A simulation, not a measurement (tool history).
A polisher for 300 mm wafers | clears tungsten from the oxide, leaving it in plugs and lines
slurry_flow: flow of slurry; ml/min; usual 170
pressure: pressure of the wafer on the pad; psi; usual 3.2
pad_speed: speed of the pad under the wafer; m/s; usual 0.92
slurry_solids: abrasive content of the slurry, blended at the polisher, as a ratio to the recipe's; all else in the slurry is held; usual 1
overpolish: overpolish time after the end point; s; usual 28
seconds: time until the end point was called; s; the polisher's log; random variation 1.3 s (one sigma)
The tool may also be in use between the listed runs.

run,day,slurry_flow,pressure,pad_speed,slurry_solids,overpolish,wafers since the last listed run,wafers polished on this pad,hours since the slurry nozzle was cleaned,hours since the head pressure was calibrated,hours since the slurry blender was calibrated,hours since the slurry got fresh peroxide,"incoming thickness of the incoming film, nm",seconds
1,0,170,3.2,0.92,1,28,0,583,132.3,69.8,158.6,209.4,474.3,154.8
# day 0.146: slurry tank refilled with fresh slurry and peroxide
2,0.604,170,3.2,0.92,1,28,96,679,146.8,84.3,173.1,11,471.8,153.3
3,1.888,170,3.2,0.92,1,33,219,899,177.6,115.1,203.9,41.8,483.8,159.1
4,2.425,170,3.2,0.92,1,19,91,991,190.5,128,216.8,54.7,474.6,155
5,2.983,170,3.2,0.92,1,20,95,1086,203.9,141.4,230.2,68.1,482.3,159.4
6,3.883,170,3.2,0.92,1,28,154,1240,225.5,163,251.8,89.7,473.5,156.7
# day 4.292: worn pad replaced by a new one
7,5.321,220,4.2,1.04,1,11,217,176,260,197.5,286.3,124.2,486,110.9
8,5.825,200,3.2,0.92,1,23,86,262,272.1,209.6,298.4,136.3,480.8,155.7
9,6.512,170,3.2,0.92,1,39,117,380,288.6,226.1,314.9,152.8,476,157.9
10,7.258,170,3.2,0.92,1,19,127,507,306.5,244,332.8,170.7,482.6,161.7
11,8.096,170,3.5,0.82,1.15,28,143,651,326.6,264.1,352.9,190.8,487.5,162.9
12,8.712,170,3.6,0.92,1,28,105,756,341.4,278.9,367.7,205.6,481.4,144
# day 10.046: slurry tank refilled with fresh slurry and peroxide
# day 11.229: slurry nozzle cleaned
13,12.479,170,3.2,0.72,1,28,630,1387,30,369.3,458.1,58.4,480.4,194.5
14,13.054,170,3.2,0.92,1,28,98,1485,43.8,383.1,471.9,72.2,478.2,163.7
# day 13.379: slurry blender recalibrated
# day 13.417: worn pad replaced by a new one
15,14.246,170,3.2,0.92,1,28,183,142,72.4,411.7,20.8,100.8,486.2,156.4
# day 14.746: head pressure recalibrated
16,14.883,215,3.2,1.02,0.9,28,94,237,87.7,3.3,36.1,116.1,480.6,143
17,15.429,170,3.2,0.92,1,28,93,330,100.8,16.4,49.2,129.2,485.9,156.7
18,15.996,170,3.2,0.92,1,28,96,427,114.4,30,62.8,142.8,477.9,153.9
19,16.825,225,2.8,0.92,1,12,141,569,134.3,49.9,82.7,162.7,474,172.2
20,17.533,210,3.2,0.92,1.15,28,121,690,151.3,66.9,99.7,179.7,479.7,150.4
# day 17.979: slurry tank refilled with fresh slurry and peroxide
21,18.221,170,3.2,0.92,0.85,28,110,801,167.8,83.4,116.2,5.8,475.4,158.1
22,18.75,120,3.7,0.92,1.1,28,90,891,180.5,96.1,128.9,18.5,480.7,140.1
23,19.567,170,3.9,0.72,1,21,139,1031,200.1,115.7,148.5,38.1,473.4,151.1
24,20.596,170,3.2,1.02,0.75,28,176,1207,224.8,140.4,173.2,62.8,475.8,148.9
25,21.488,125,2.4,0.92,1.15,35,152,1360,246.2,161.8,194.6,84.2,480.1,217.4

Forecast each of these 5 alternatives for the next run:
A,21.508,170,3.2,0.92,1,28,3,1363,246.7,162.3,195.1,84.7,483,?
B,21.508,170,2.3,0.92,1,28,3,1363,246.7,162.3,195.1,84.7,483,?
C,21.508,170,3.2,0.92,0.75,28,3,1363,246.7,162.3,195.1,84.7,483,?
D,21.508,170,3.8,0.92,1,28,3,1363,246.7,162.3,195.1,84.7,483,?
E,21.508,120,3.5,0.92,1,20,3,1363,246.7,162.3,195.1,84.7,483,?

run,seconds
A,160.6
B,223.4
C,166
D,135.2
E,154
Without the tool's hidden state the same runs would have given:
run,seconds
A,156.9
B,218.3
C,162.3
D,132.1
E,150.5
